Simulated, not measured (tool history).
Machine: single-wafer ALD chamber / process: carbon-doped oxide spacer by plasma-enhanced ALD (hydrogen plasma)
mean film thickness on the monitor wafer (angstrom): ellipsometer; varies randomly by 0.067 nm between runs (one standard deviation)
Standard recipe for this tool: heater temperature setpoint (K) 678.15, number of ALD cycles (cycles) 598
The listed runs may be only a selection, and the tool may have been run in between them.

| run | hour | heater temperature setpoint (K) | number of ALD cycles (cycles) | read-back reference wafer on the same gauge, thickness_nm | mean film thickness on the monitor wafer (angstrom) |
|---|---|---|---|---|---|
| 1 | 0.0 | 678.15 | 522 | 27.717 | 235.92 |
| 2 | 44.0 | 678.15 | 598 | 27.716 | 269.93 |
| 3 | 139.8 | 678.15 | 598 | 27.731 | 269.00 |
| 4 | 194.2 | 678.15 | 598 | 27.714 | 269.92 |
| 5 | 251.7 | 678.15 | 681 | 27.693 | 309.57 |
| 6 | 352.6 | 678.15 | 681 | 27.712 | 306.95 |
| 7 | 450.6 | 678.15 | 681 | 27.684 | 308.63 |
| 8 | 499.1 | 668.15 | 551 | 27.689 | 252.75 |
| 9 | 545.6 | 678.15 | 598 | 27.702 | 270.95 |
| 10 | 634.1 | 678.15 | 598 | 27.697 | 271.41 |
|  | 694.4 | gauge calibrated |
| 11 | 736.6 | 678.15 | 598 | 27.693 | 270.99 |
| 12 | 774.1 | 678.15 | 598 | 27.707 | 270.79 |
| 13 | 819.7 | 678.15 | 681 | 27.669 | 308.82 |
| 14 | 856.9 | 669.15 | 598 | 27.716 | 273.31 |
| 15 | 951.8 | 670.15 | 672 | 27.698 | 305.77 |
| 16 | 992.1 | 688.15 | 568 | 27.684 | 250.03 |
| 17 | 1046.1 | 684.15 | 672 | 27.669 | 299.06 |
| 18 | 1108.3 | 678.15 | 598 | 27.731 | 271.89 |
|  | 1357.3 | thermocouple changed; heater temperature recalibrated |
| 19 | 1421.1 | 664.15 | 648 | 27.685 | 296.28 |
| 20 | 1515.7 | 669.15 | 629 | 27.708 | 286.51 |

Run 21, settings as shown, results not yet in. Your forecast:
| 21 | 1579.3 | 678.15 | 690 | ? | ? |

Run 21 produced read-back reference wafer on the same gauge, thickness_nm 27.695, mean film thickness on the monitor wafer (angstrom) 311.08.
Take away the tool's hidden state, keep the run-to-run variation as it was, and the same run would have given mean film thickness on the monitor wafer (angstrom) 311.10.

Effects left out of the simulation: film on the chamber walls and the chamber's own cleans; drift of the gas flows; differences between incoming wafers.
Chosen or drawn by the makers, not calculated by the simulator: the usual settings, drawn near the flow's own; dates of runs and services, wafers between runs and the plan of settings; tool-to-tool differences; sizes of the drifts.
